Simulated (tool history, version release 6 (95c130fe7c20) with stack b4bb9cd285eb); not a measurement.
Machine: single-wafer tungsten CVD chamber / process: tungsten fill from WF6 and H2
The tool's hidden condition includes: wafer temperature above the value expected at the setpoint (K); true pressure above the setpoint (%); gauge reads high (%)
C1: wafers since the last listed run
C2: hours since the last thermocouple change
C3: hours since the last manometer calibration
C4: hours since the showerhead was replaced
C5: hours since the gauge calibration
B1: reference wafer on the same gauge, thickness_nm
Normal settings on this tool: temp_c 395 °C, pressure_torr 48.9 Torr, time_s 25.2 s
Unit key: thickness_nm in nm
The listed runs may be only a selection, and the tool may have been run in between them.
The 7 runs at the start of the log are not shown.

Run 8, day 20.312: usual settings; C1 2868; C2 1029.9; C3 113.6; C4 1911.5; C5 1312.3; B1 76.11. Result: thickness_nm 90.629 nm.
Run 9, day 23.683: usual settings but temp_c 401 °C; C1 2736; C2 1110.8; C3 194.5; C4 1992.4; C5 1393.2; B1 76.059. Result: thickness_nm 103.394 nm.
Run 10, day 25.538: usual settings but temp_c 401 °C; C1 1505; C2 1155.3; C3 239; C4 2036.9; C5 1437.7; B1 76.072. Result: thickness_nm 103.022 nm.
Run 11, day 29: usual settings; C1 2811; C2 1238.4; C3 322.1; C4 2120; C5 1520.8; B1 76.102. Result: thickness_nm 90.873 nm.
Run 12, day 32.854: usual settings; C1 3129; C2 1330.9; C3 414.6; C4 2212.5; C5 1613.3; B1 76.098. Result: thickness_nm 90.261 nm.
Run 13, day 36.562: usual settings; C1 3010; C2 1419.9; C3 503.6; C4 2301.5; C5 1702.3; B1 76.133. Result: thickness_nm 91.772 nm.
Run 14, day 38.579: usual settings but temp_c 401 °C; C1 1637; C2 1468.3; C3 552; C4 2349.9; C5 1750.7; B1 76.024. Result: thickness_nm 103.783 nm.
Run 15, day 40.65: usual settings but temp_c 405 °C; C1 1681; C2 1518; C3 601.7; C4 2399.6; C5 1800.4; B1 76.132. Result: thickness_nm 113.397 nm.
Run 16, day 44.5: usual settings but temp_c 388 °C, pressure_torr 60.1 Torr; C1 3125; C2 1610.4; C3 694.1; C4 2492; C5 1892.8; B1 76.117. Result: thickness_nm 84.826 nm.
Run 17, day 46.512: usual settings but temp_c 402 °C, time_s 23.3 s; C1 1633; C2 1658.7; C3 742.4; C4 2540.3; C5 1941.1; B1 76.139. Result: thickness_nm 98.746 nm.
Run 18, day 48.204: usual settings but temp_c 400 °C, pressure_torr 41.9 Torr, time_s 20.4 s; C1 1373; C2 1699.3; C3 783; C4 2580.9; C5 1981.7; B1 76.146. Result: thickness_nm 78.11 nm.
At day 50.804: showerhead replaced.
Run 19, day 52.371: usual settings but temp_c 407 °C, pressure_torr 54.3 Torr, time_s 20.7 s; C1 3112; C2 1799.3; C3 883; C4 37.6; C5 2081.7; B1 76.09. Result: thickness_nm 100.944 nm.
Run 20, day 54.075: usual settings but time_s 21.4 s; C1 1383; C2 1840.2; C3 923.9; C4 78.5; C5 2122.6; B1 76.127. Result: thickness_nm 77.926 nm.
Run 21, day 55.721: usual settings; C1 1336; C2 1879.7; C3 963.4; C4 118; C5 2162.1; B1 76.099. Result: thickness_nm 93.222 nm.
At day 58.925: thermocouple changed; heater temperature recalibrated.
Run 22, day 59.15: usual settings but temp_c 382 °C, pressure_torr 40.3 Torr; C1 2513; C2 5.4; C3 1045.7; C4 200.3; C5 2244.4; B1 76.142. Result: thickness_nm 62.798 nm.
Run 23, day 61.233: usual settings but temp_c 386 °C, pressure_torr 41.9 Torr; C1 1691; C2 55.4; C3 1095.7; C4 250.3; C5 2294.4; B1 76.147. Result: thickness_nm 70.214 nm.
At day 63.338: gauge calibrated.
Run 24, day 64.146: usual settings; C1 2364; C2 125.3; C3 1165.6; C4 320.2; C5 19.4; B1 76.081. Result: thickness_nm 90.458 nm.
Run 25, day 66.942: usual settings but temp_c 382 °C; C1 2269; C2 192.4; C3 1232.7; C4 387.3; C5 86.5; B1 76.098. Result: thickness_nm 68.033 nm.
Run 26, day 69.538: usual settings but pressure_torr 54.6 Torr, time_s 21.3 s; C1 2107; C2 254.7; C3 1295; C4 449.6; C5 148.8; B1 76.065. Result: thickness_nm 79.006 nm.
Run 27, day 73.746: usual settings but time_s 28.1 s; C1 3416; C2 355.7; C3 1396; C4 550.6; C5 249.8; B1 76.028. Result: thickness_nm 101.631 nm.
Run 28, day 77.883: usual settings but temp_c 400 °C, time_s 21.4 s; C1 3359; C2 455; C3 1495.3; C4 649.9; C5 349.1; B1 76.15. Result: thickness_nm 84.979 nm.
Run 29, day 79.45: usual settings; C1 1271; C2 492.6; C3 1532.9; C4 687.5; C5 386.7; B1 76.072. Result: thickness_nm 90.756 nm.
Run 30, day 81.417: usual settings but temp_c 390 °C, pressure_torr 58.8 Torr, time_s 23.5 s; C1 1596; C2 539.8; C3 1580.1; C4 734.7; C5 433.9; B1 76.056. Result: thickness_nm 81.413 nm.
Run 31, day 83.771: usual settings but pressure_torr 40 Torr; C1 1911; C2 596.3; C3 1636.6; C4 791.2; C5 490.4; B1 76.045. Result: thickness_nm 84.097 nm.

Estimate the outcome of run 32 from the log above:
Run 32, day 85.35: usual settings but temp_c 390 °C, time_s 21.6 s; C1 1282; C2 634.2; C3 1674.5; C4 829.1; C5 528.3; B1 ?. Result: thickness_nm ?.

{"run 32": {"B1": 76.143, "thickness_nm": 69.568}}
Had the tool carried no hidden state, the very same run would have given thickness_nm 69.405 nm.
